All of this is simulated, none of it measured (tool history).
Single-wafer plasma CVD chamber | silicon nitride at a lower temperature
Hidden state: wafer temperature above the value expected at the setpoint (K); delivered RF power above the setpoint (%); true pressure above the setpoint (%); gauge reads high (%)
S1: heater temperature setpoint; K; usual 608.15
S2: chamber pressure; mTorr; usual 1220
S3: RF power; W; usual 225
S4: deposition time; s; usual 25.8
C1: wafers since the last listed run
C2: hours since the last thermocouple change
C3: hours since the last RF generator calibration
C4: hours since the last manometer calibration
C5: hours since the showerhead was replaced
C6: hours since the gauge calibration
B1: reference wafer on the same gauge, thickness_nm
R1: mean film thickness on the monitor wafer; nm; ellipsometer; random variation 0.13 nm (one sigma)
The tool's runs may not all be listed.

Run 1, hour 0: usual settings; C1 0; C2 2034.8; C3 749.3; C4 2661.1; C5 4885.4; C6 9; B1 22.231. Result: R1 23.74 nm.
Run 2, hour 16.3: usual settings; C1 556; C2 2051.1; C3 765.6; C4 2677.4; C5 4901.7; C6 25.3; B1 22.207. Result: R1 23.655 nm.
Run 3, hour 38.9: usual settings; C1 771; C2 2073.7; C3 788.2; C4 2700; C5 4924.3; C6 47.9; B1 22.174. Result: R1 23.89 nm.
Run 4, hour 67.2: usual settings; C1 965; C2 2102; C3 816.5; C4 2728.3; C5 4952.6; C6 76.2; B1 22.214. Result: R1 23.652 nm.
At hour 81.4: RF generator calibrated.
Run 5, hour 81.9: usual settings; C1 228; C2 2116.7; C3 0.5; C4 2743; C5 4967.3; C6 90.9; B1 22.195. Result: R1 23.79 nm.
Run 6, hour 88.9: usual settings; C1 238; C2 2123.7; C3 7.5; C4 2750; C5 4974.3; C6 97.9; B1 22.206. Result: R1 23.842 nm.
Run 7, hour 100: usual settings; C1 378; C2 2134.8; C3 18.6; C4 2761.1; C5 4985.4; C6 109; B1 22.211. Result: R1 23.919 nm.
At hour 121.1: thermocouple changed; heater temperature recalibrated.
At hour 128: showerhead replaced.
Run 8, hour 128.5: usual settings; C1 464; C2 7.4; C3 47.1; C4 2789.6; C5 0.5; C6 137.5; B1 22.219. Result: R1 23.662 nm.
Run 9, hour 135.6: usual settings; C1 242; C2 14.5; C3 54.2; C4 2796.7; C5 7.6; C6 144.6; B1 22.189. Result: R1 23.644 nm.
Run 10, hour 146.5: usual settings but S2 960 mTorr, S3 270 W; C1 371; C2 25.4; C3 65.1; C4 2807.6; C5 18.5; C6 155.5; B1 22.185. Result: R1 26.834 nm.
Run 11, hour 164: usual settings but S2 1370 mTorr, S4 22.3 s; C1 597; C2 42.9; C3 82.6; C4 2825.1; C5 36; C6 173; B1 22.184. Result: R1 20.922 nm.
At hour 176.4: gauge calibrated.
At hour 177.5: capacitance manometer re-zeroed and calibrated.
Run 12, hour 179.6: usual settings but S4 21.4 s; C1 259; C2 58.5; C3 98.2; C4 2.1; C5 51.6; C6 3.2; B1 22.192. Result: R1 19.586 nm.
Run 13, hour 192.4: usual settings but S1 595.15 K, S2 1450 mTorr, S4 27.3 s; C1 436; C2 71.3; C3 111; C4 14.9; C5 64.4; C6 16; B1 22.198. Result: R1 26.172 nm.
Run 14, hour 205.3: usual settings; C1 440; C2 84.2; C3 123.9; C4 27.8; C5 77.3; C6 28.9; B1 22.2. Result: R1 23.717 nm.
Run 15, hour 217.8: usual settings but S2 1450 mTorr, S3 235 W, S4 28.6 s; C1 426; C2 96.7; C3 136.4; C4 40.3; C5 89.8; C6 41.4; B1 22.222. Result: R1 28.571 nm.
Run 16, hour 232.5: usual settings; C1 501; C2 111.4; C3 151.1; C4 55; C5 104.5; C6 56.1; B1 22.175. Result: R1 23.757 nm.
Run 17, hour 246.9: usual settings but S1 595.15 K, S3 210 W, S4 21.9 s; C1 491; C2 125.8; C3 165.5; C4 69.4; C5 118.9; C6 70.5; B1 22.199. Result: R1 18.879 nm.
Run 18, hour 260.9: usual settings but S1 603.15 K, S2 1110 mTorr, S4 29.2 s; C1 477; C2 139.8; C3 179.5; C4 83.4; C5 132.9; C6 84.5; B1 22.22. Result: R1 26.444 nm.

Hidden state at the last listed run before each entry between runs and at the first one after, where it differs:
Between runs 4 and 5: RF generator calibrated (hour 81.4)
  no hidden state differs between the two runs
Between runs 7 and 8: thermocouple changed; heater temperature recalibrated (hour 121.1); showerhead replaced (hour 128)
  no hidden state differs between the two runs
Between runs 11 and 12: gauge calibrated (hour 176.4); capacitance manometer re-zeroed and calibrated (hour 177.5)
  no hidden state differs between the two runs

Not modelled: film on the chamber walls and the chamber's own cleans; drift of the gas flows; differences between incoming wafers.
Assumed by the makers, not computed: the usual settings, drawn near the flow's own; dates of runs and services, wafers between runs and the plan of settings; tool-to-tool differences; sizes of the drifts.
